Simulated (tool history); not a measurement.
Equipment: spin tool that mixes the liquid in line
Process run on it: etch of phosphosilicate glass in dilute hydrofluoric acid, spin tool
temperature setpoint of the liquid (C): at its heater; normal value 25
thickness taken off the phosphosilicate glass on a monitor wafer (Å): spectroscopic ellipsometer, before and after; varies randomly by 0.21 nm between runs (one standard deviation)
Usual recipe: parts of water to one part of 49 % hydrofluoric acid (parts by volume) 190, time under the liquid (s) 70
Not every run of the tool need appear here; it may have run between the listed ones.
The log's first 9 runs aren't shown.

run,day,temperature setpoint of the liquid (C),parts of water to one part of 49 % hydrofluoric acid (parts by volume),time under the liquid (s),"read-back film thickness of the phosphosilicate glass reference wafer, read on the same gauge (nm)",thickness taken off the phosphosilicate glass on a monitor wafer (Å)
10,4.717,25,190,70,59.98,374.4
11,5.154,25,190,70,60,372.3
12,5.767,29,150,70,60,572.1
13,6.512,28.5,100,90,60,1166.8
14,6.867,29.5,135,100,60.05,954.1
15,7.383,23,190,70,60,345.5
16,8.117,25,190,70,60.04,370.8
17,8.479,25,190,70,60,371.2
18,9.054,25,125,70,60,611.1
19,9.383,22,190,40,60,188.4
# day 9.804: thermometer replaced
20,9.992,28,260,55,59.99,234.5
21,10.375,25,110,70,59.99,768
# day 10.642: gauge calibrated
22,11.079,22.5,215,45,60,200.8
23,11.775,25,190,100,60,563.6
# day 12.167: hydrofluoric acid flow meter replaced
24,12.183,22,190,105,60.05,639.7
25,12.742,25,140,70,59.99,693.3
26,13.321,25,110,70,59.99,907.6
27,14.038,27,190,50,60.02,369.5
28,14.708,23,160,95,60.04,741.3
29,15.325,27,190,35,59.97,257.5
30,16.054,29.5,150,70,60.03,744.8
31,16.792,29.5,270,60,60,307.9

Alternative continuations, all from the tool just after run 31; predict every row:
A,16.808,25,190,110,?,?
B,16.808,29,110,95,?,?
C,16.808,25,190,30,?,?
D,16.808,30,105,50,?,?
E,16.808,27,190,40,?,?

run,"read-back film thickness of the phosphosilicate glass reference wafer, read on the same gauge (nm)",thickness taken off the phosphosilicate glass on a monitor wafer (Å)
A,60.01,749.3
B,60.01,1430.9
C,60.01,204.4
D,60.01,824.7
E,60.01,293.1
The same runs, with their run-to-run variation unchanged, on a tool lacking any hidden condition would have given:
run,thickness taken off the phosphosilicate glass on a monitor wafer (Å)
A,762.1
B,1455
C,207.9
D,838.6
E,298.1

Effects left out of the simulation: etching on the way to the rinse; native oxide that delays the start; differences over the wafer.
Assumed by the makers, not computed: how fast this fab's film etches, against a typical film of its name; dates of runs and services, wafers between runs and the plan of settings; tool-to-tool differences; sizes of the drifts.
